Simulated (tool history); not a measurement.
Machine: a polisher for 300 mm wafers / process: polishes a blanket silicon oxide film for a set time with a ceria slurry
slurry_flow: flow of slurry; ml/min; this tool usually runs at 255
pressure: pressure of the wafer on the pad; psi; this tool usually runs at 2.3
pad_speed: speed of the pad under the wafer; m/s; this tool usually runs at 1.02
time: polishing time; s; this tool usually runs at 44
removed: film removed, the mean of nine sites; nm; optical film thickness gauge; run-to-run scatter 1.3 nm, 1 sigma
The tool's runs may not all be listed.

run   hour  slurry_flow  pressure  pad_speed  time  wafers since the last listed run  wafers polished on this pad  hours since the slurry nozzle was cleaned  hours since the head pressure was calibrated  incoming thickness of the incoming film, nm  removed
  1      0          255       2.3       1.02    44                                 0                         1749                                      462.8                                         290.8                                       1546.6    142.8
  2   63.4          255       2.3       1.02    44                               553                         2302                                      526.2                                         354.2                                       1557.1    142.7
     104.3  -- worn pad replaced by a new one
  3  114.8          255       2.3       1.02    44                               413                           91                                      577.6                                         405.6                                       1562.5    142.5
  4  182.2          255       2.3       1.02    44                               587                          679                                        645                                           473                                       1537.3    144.7
  5    240          255       2.3       1.02    44                               504                         1183                                      702.8                                         530.8                                       1529.5    146.7
  6  275.4          255       2.3       1.02    44                               308                         1492                                      738.2                                         566.2                                       1536.9    144.4
  7  308.6          255       2.3       1.02    44                               289                         1781                                      771.4                                         599.4                                       1546.8    145.1
  8  335.3          255       2.3       1.02    44                               232                         2014                                      798.1                                         626.1                                       1527.2    144.3
     397.2  -- worn pad replaced by a new one
  9  406.6          255       2.3       1.02    44                               587                           82                                      869.4                                         697.4                                       1519.8    144.6
 10    462          255       2.3       1.02    44                               483                          565                                      924.8                                         752.8                                       1552.4    148.9
     464.5  -- slurry nozzle cleaned
 11  497.3          255       2.3       1.02    44                               299                          864                                       32.8                                         788.1                                       1572.9    147.4
 12  534.4          255       2.3       1.02    44                               323                         1188                                       69.9                                         825.2                                       1569.5    148.3
 13  579.1          255       2.3       1.02    44                               389                         1578                                      114.6                                         869.9                                       1526.8    147.7
 14  616.3          255       2.3       1.28    44                               324                         1902                                      151.8                                         907.1                                       1533.2    187.8
     683.1  -- head pressure recalibrated
 15  683.6          300       2.3       1.02    44                               569                         2472                                      219.1                                           0.5                                       1568.2    145.5
       718  -- worn pad replaced by a new one
 16  746.4          300       2.3       1.02    44                               512                          247                                      281.9                                          63.3                                       1546.9      145

What does the tool deliver on the next run?
 17  785.6          255       1.9       1.02    44                               341                          589                                      321.1                                         102.5                                       1548.7        ?

Run 17 produced removed 117.5 nm.
Minus the tool's unlogged condition, the same run would have read removed 117.9 nm.
